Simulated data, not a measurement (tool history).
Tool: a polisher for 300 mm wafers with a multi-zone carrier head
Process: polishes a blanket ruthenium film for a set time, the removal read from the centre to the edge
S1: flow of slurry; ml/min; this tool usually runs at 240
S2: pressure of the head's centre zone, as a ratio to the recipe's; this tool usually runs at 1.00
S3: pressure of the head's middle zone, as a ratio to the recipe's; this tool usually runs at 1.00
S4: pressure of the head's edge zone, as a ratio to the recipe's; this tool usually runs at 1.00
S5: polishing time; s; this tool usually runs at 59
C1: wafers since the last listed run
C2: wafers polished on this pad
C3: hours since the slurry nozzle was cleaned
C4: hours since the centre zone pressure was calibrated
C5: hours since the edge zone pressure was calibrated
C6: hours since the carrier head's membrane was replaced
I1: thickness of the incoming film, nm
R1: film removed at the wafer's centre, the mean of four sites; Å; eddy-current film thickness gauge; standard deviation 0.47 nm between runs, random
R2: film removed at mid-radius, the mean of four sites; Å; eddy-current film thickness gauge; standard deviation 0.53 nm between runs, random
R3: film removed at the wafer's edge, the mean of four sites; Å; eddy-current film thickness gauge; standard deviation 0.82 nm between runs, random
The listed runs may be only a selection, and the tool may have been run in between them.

run 1 hour=0.0 | S1=240 S2=1.00 S3=1.00 S4=1.00 S5=59 | C1=0 C2=1345 C3=178.6 C4=0.4 C5=119.1 C6=918.4 | I1=429.7 | R1=545 R2=541 R3=566
run 2 hour=27.5 | S1=240 S2=1.00 S3=1.00 S4=1.00 S5=59 | C1=220 C2=1566 C3=206.1 C4=27.9 C5=146.6 C6=945.9 | I1=429.1 | R1=548 R2=540 R3=539
-- hour=39.4 worn pad replaced by a new one
run 3 hour=175.6 | S1=240 S2=1.00 S3=1.00 S4=1.00 S5=59 | C1=1157 C2=1093 C3=354.2 C4=176.0 C5=294.7 C6=1094.0 | I1=428.1 | R1=514 R2=529 R3=546
-- hour=271.0 carrier head's membrane replaced by a new one
-- hour=279.9 slurry nozzle cleaned
-- hour=293.9 worn pad replaced by a new one
run 4 hour=304.5 | S1=240 S2=1.00 S3=1.00 S4=1.00 S5=59 | C1=954 C2=84 C3=24.6 C4=304.9 C5=423.6 C6=33.5 | I1=431.4 | R1=535 R2=564 R3=584
run 5 hour=338.1 | S1=240 S2=1.00 S3=1.00 S4=1.00 S5=59 | C1=269 C2=354 C3=58.2 C4=338.5 C5=457.2 C6=67.1 | I1=438.0 | R1=538 R2=555 R3=570
run 6 hour=372.5 | S1=240 S2=1.00 S3=1.00 S4=1.00 S5=59 | C1=276 C2=631 C3=92.6 C4=372.9 C5=491.6 C6=101.5 | I1=432.6 | R1=526 R2=554 R3=563
run 7 hour=426.1 | S1=240 S2=1.00 S3=1.00 S4=1.00 S5=70 | C1=430 C2=1061 C3=146.2 C4=426.5 C5=545.2 C6=155.1 | I1=425.3 | R1=614 R2=656 R3=663
run 8 hour=483.6 | S1=240 S2=1.00 S3=1.00 S4=1.00 S5=70 | C1=461 C2=1523 C3=203.7 C4=484.0 C5=602.7 C6=212.6 | I1=430.2 | R1=602 R2=629 R3=649
-- hour=537.7 worn pad replaced by a new one
run 9 hour=539.2 | S1=240 S2=1.00 S3=1.00 S4=1.00 S5=70 | C1=414 C2=11 C3=259.3 C4=539.6 C5=658.3 C6=268.2 | I1=432.8 | R1=595 R2=633 R3=662
run 10 hour=579.1 | S1=240 S2=1.00 S3=1.00 S4=1.00 S5=59 | C1=320 C2=332 C3=299.2 C4=579.5 C5=698.2 C6=308.1 | I1=427.8 | R1=498 R2=532 R3=558
run 11 hour=610.1 | S1=240 S2=1.00 S3=1.00 S4=1.00 S5=59 | C1=248 C2=581 C3=330.2 C4=610.5 C5=729.2 C6=339.1 | I1=434.5 | R1=497 R2=527 R3=545
-- hour=619.2 centre zone pressure recalibrated
run 12 hour=672.5 | S1=285 S2=1.09 S3=1.00 S4=0.93 S5=42 | C1=485 C2=1066 C3=392.6 C4=53.3 C5=791.6 C6=401.5 | I1=428.9 | R1=416 R2=387 R3=388
run 13 hour=706.5 | S1=240 S2=0.92 S3=0.93 S4=1.03 S5=59 | C1=273 C2=1339 C3=426.6 C4=87.3 C5=825.6 C6=435.5 | I1=429.1 | R1=469 R2=496 R3=562
-- hour=754.8 slurry nozzle cleaned
-- hour=758.1 worn pad replaced by a new one
run 14 hour=758.6 | S1=240 S2=1.00 S3=1.11 S4=1.00 S5=59 | C1=383 C2=3 C3=3.8 C4=139.4 C5=877.7 C6=487.6 | I1=428.3 | R1=548 R2=621 R3=572
-- hour=791.0 edge zone pressure recalibrated
run 15 hour=800.9 | S1=240 S2=1.00 S3=1.00 S4=1.00 S5=59 | C1=323 C2=327 C3=46.1 C4=181.7 C5=9.9 C6=529.9 | I1=429.2 | R1=540 R2=555 R3=581
run 16 hour=854.9 | S1=240 S2=0.91 S3=0.94 S4=1.00 S5=52 | C1=433 C2=761 C3=100.1 C4=235.7 C5=63.9 C6=583.9 | I1=427.2 | R1=420 R2=456 R3=507
run 17 hour=908.1 | S1=240 S2=1.00 S3=1.00 S4=1.00 S5=59 | C1=427 C2=1188 C3=153.3 C4=288.9 C5=117.1 C6=637.1 | I1=436.8 | R1=512 R2=542 R3=558
run 18 hour=979.5 | S1=240 S2=1.07 S3=0.90 S4=1.03 S5=59 | C1=573 C2=1761 C3=224.7 C4=360.3 C5=188.5 C6=708.5 | I1=430.2 | R1=534 R2=485 R3=561
-- hour=985.7 worn pad replaced by a new one
run 19 hour=1005.9 | S1=240 S2=1.00 S3=1.00 S4=1.04 S5=59 | C1=179 C2=162 C3=251.1 C4=386.7 C5=214.9 C6=734.9 | I1=433.7 | R1=498 R2=522 R3=567
run 20 hour=1035.3 | S1=240 S2=1.00 S3=1.00 S4=1.00 S5=42 | C1=236 C2=398 C3=280.5 C4=416.1 C5=244.3 C6=764.3 | I1=433.2 | R1=350 R2=375 R3=400
run 21 hour=1066.0 | S1=185 S2=1.00 S3=0.89 S4=0.93 S5=70 | C1=246 C2=645 C3=311.2 C4=446.8 C5=275.0 C6=795.0 | I1=433.6 | R1=536 R2=543 R3=619

Table of differences, measured result less the result of that run with no hidden state. Run-to-run variation is the same in both. Gauge scatter possibly is not:
Hidden conditions of the tool in this case: removal rate lost through wear of the pad, %; slurry flow missing at the pad, %; deviation of the centre zone's pressure from its setpoint, %; deviation of the edge zone's pressure from its setpoint, %.
run=1 R1=-22 R2=-29 R3=-22
run=2 R1=-32 R2=-32 R3=-23
run=3 R1=-63 R2=-41 R3=-31
run=4 R1=-33 R2=-6 R3=-5
run=5 R1=-42 R2=-13 R3=-10
run=6 R1=-50 R2=-18 R3=-14
run=7 R1=-71 R2=-32 R3=-24
run=8 R1=-80 R2=-39 R3=-30
run=9 R1=-88 R2=-45 R3=-35
run=10 R1=-78 R2=-41 R3=-31
run=11 R1=-80 R2=-43 R3=-33
run=12 R1=-41 R2=-28 R3=-21
run=13 R1=-61 R2=-44 R3=-36
run=14 R1=-25 R2=-2 R3=-1
run=15 R1=-39 R2=-10 R3=-8
run=16 R1=-42 R2=-17 R3=-13
run=17 R1=-64 R2=-28 R3=-21
run=18 R1=-80 R2=-32 R3=-28
run=19 R1=-78 R2=-37 R3=-29
run=20 R1=-58 R2=-28 R3=-22
run=21 R1=-111 R2=-57 R3=-46

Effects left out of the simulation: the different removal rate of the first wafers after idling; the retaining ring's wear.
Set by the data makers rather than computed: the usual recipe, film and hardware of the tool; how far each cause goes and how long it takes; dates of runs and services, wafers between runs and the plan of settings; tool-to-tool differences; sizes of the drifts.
